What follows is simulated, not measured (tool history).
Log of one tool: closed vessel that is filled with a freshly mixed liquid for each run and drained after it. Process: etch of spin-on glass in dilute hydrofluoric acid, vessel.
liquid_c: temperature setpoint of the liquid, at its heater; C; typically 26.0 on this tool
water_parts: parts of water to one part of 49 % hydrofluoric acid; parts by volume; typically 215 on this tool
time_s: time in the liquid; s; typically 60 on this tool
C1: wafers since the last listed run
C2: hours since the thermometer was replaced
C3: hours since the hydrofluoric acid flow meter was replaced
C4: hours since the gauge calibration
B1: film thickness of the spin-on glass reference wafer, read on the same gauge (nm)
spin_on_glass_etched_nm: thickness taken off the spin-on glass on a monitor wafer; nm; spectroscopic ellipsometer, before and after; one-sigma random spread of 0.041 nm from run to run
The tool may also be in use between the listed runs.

Run 1, day 0.000: usual settings; C1 0; C2 517.7; C3 226.1; C4 600.5; B1 70.00. Result: spin_on_glass_etched_nm 11.29 nm.
Run 2, day 1.917: usual settings but time_s 50 s; C1 6354; C2 563.7; C3 272.1; C4 646.5; B1 70.01. Result: spin_on_glass_etched_nm 9.36 nm.
Run 3, day 4.846: usual settings but time_s 50 s; C1 9710; C2 634.0; C3 342.4; C4 716.8; B1 70.01. Result: spin_on_glass_etched_nm 9.23 nm.
Run 4, day 6.904: usual settings but water_parts 290 parts by volume; C1 6823; C2 683.4; C3 391.8; C4 766.2; B1 70.02. Result: spin_on_glass_etched_nm 7.65 nm.
Run 5, day 9.688: usual settings but water_parts 290 parts by volume; C1 9227; C2 750.2; C3 458.6; C4 833.0; B1 70.01. Result: spin_on_glass_etched_nm 7.52 nm.
Run 6, day 11.762: usual settings but water_parts 290 parts by volume; C1 6878; C2 800.0; C3 508.4; C4 882.8; B1 70.00. Result: spin_on_glass_etched_nm 7.51 nm.
Run 7, day 13.404: usual settings; C1 5442; C2 839.4; C3 547.8; C4 922.2; B1 70.02. Result: spin_on_glass_etched_nm 10.99 nm.
At day 13.592: hydrofluoric acid flow meter replaced.
Run 8, day 15.008: usual settings; C1 5179; C2 877.9; C3 34.0; C4 960.7; B1 70.02. Result: spin_on_glass_etched_nm 11.55 nm.
Run 9, day 17.958: usual settings but liquid_c 29.0 C; C1 9779; C2 948.7; C3 104.8; C4 1031.5; B1 69.99. Result: spin_on_glass_etched_nm 12.71 nm.
Run 10, day 19.625: usual settings but liquid_c 29.0 C; C1 5525; C2 988.7; C3 144.8; C4 1071.5; B1 70.03. Result: spin_on_glass_etched_nm 12.64 nm.
Run 11, day 22.183: usual settings but liquid_c 29.5 C; C1 8481; C2 1050.1; C3 206.2; C4 1132.9; B1 70.02. Result: spin_on_glass_etched_nm 12.82 nm.
Run 12, day 23.883: usual settings but time_s 40 s; C1 5635; C2 1090.9; C3 247.0; C4 1173.7; B1 70.00. Result: spin_on_glass_etched_nm 7.53 nm.
Run 13, day 26.538: usual settings but time_s 40 s; C1 8798; C2 1154.6; C3 310.7; C4 1237.4; B1 70.03. Result: spin_on_glass_etched_nm 7.49 nm.
Run 14, day 28.158: usual settings but liquid_c 24.5 C, water_parts 180 parts by volume, time_s 30 s; C1 5373; C2 1193.5; C3 349.6; C4 1276.3; B1 70.02. Result: spin_on_glass_etched_nm 6.58 nm.
Run 15, day 30.879: usual settings but liquid_c 28.0 C; C1 9019; C2 1258.8; C3 414.9; C4 1341.6; B1 70.00. Result: spin_on_glass_etched_nm 11.90 nm.
At day 33.738: hydrofluoric acid flow meter replaced.
Run 16, day 37.662: usual settings but liquid_c 22.5 C, water_parts 285 parts by volume, time_s 85 s; C1 22349; C2 1421.6; C3 94.2; C4 1504.4; B1 70.00. Result: spin_on_glass_etched_nm 9.97 nm.
Run 17, day 38.929: usual settings; C1 4199; C2 1452.0; C3 124.6; C4 1534.8; B1 70.00. Result: spin_on_glass_etched_nm 11.29 nm.
Run 18, day 41.854: usual settings; C1 9696; C2 1522.2; C3 194.8; C4 1605.0; B1 70.01. Result: spin_on_glass_etched_nm 11.25 nm.
Run 19, day 43.071: usual settings but liquid_c 27.5 C, water_parts 185 parts by volume, time_s 30 s; C1 4033; C2 1551.4; C3 224.0; C4 1634.2; B1 70.02. Result: spin_on_glass_etched_nm 7.10 nm.
Run 20, day 44.858: usual settings; C1 5925; C2 1594.3; C3 266.9; C4 1677.1; B1 69.98. Result: spin_on_glass_etched_nm 11.11 nm.
Run 21, day 47.683: usual settings but liquid_c 24.5 C, water_parts 255 parts by volume, time_s 80 s; C1 9365; C2 1662.1; C3 334.7; C4 1744.9; B1 70.00. Result: spin_on_glass_etched_nm 11.28 nm.
At day 48.062: gauge calibrated.
At day 49.046: thermometer replaced.
Run 22, day 50.388: usual settings; C1 8826; C2 32.2; C3 399.6; C4 55.8; B1 69.99. Result: spin_on_glass_etched_nm 10.93 nm.
Run 23, day 51.933: usual settings but liquid_c 24.5 C, time_s 90 s; C1 5124; C2 69.3; C3 436.7; C4 92.9; B1 69.97. Result: spin_on_glass_etched_nm 15.58 nm.
At day 55.592: hydrofluoric acid flow meter replaced.
Run 24, day 57.479: usual settings but liquid_c 21.5 C, water_parts 275 parts by volume, time_s 70 s; C1 18247; C2 202.4; C3 45.3; C4 226.0; B1 70.02. Result: spin_on_glass_etched_nm 8.41 nm.
Run 25, day 60.183: usual settings but time_s 50 s; C1 8964; C2 267.3; C3 110.2; C4 290.9; B1 69.98. Result: spin_on_glass_etched_nm 9.59 nm.
Run 26, day 61.200: usual settings; C1 3370; C2 291.7; C3 134.6; C4 315.3; B1 70.01. Result: spin_on_glass_etched_nm 11.40 nm.
Run 27, day 62.312: usual settings but water_parts 170 parts by volume, time_s 40 s; C1 3688; C2 318.4; C3 161.3; C4 342.0; B1 70.00. Result: spin_on_glass_etched_nm 10.14 nm.

Forecast each of these 5 alternatives for the next run:
Run A, day 62.342: usual settings but water_parts 175 parts by volume; C1 96; C2 319.1; C3 162.0; C4 342.7; B1 ?. Result: spin_on_glass_etched_nm ?.
Run B, day 62.342: usual settings but liquid_c 22.0 C; C1 96; C2 319.1; C3 162.0; C4 342.7; B1 ?. Result: spin_on_glass_etched_nm ?.
Run C, day 62.342: usual settings but liquid_c 24.5 C, water_parts 165 parts by volume, time_s 45 s; C1 96; C2 319.1; C3 162.0; C4 342.7; B1 ?. Result: spin_on_glass_etched_nm ?.
Run D, day 62.342: usual settings but liquid_c 30.0 C, water_parts 160 parts by volume, time_s 30 s; C1 96; C2 319.1; C3 162.0; C4 342.7; B1 ?. Result: spin_on_glass_etched_nm ?.
Run E, day 62.342: usual settings but liquid_c 23.0 C, water_parts 285 parts by volume; C1 96; C2 319.1; C3 162.0; C4 342.7; B1 ?. Result: spin_on_glass_etched_nm ?.

run     B1  spin_on_glass_etched_nm
  A  70.03                    14.70
  B  70.03                     9.87
  C  70.03                    11.18
  D  70.03                     9.46
  E  70.03                     7.20
Without the tool's hidden state the same runs would have given:
run  spin_on_glass_etched_nm
  A                    14.92
  B                    10.03
  C                    11.35
  D                     9.61
  E                     7.32

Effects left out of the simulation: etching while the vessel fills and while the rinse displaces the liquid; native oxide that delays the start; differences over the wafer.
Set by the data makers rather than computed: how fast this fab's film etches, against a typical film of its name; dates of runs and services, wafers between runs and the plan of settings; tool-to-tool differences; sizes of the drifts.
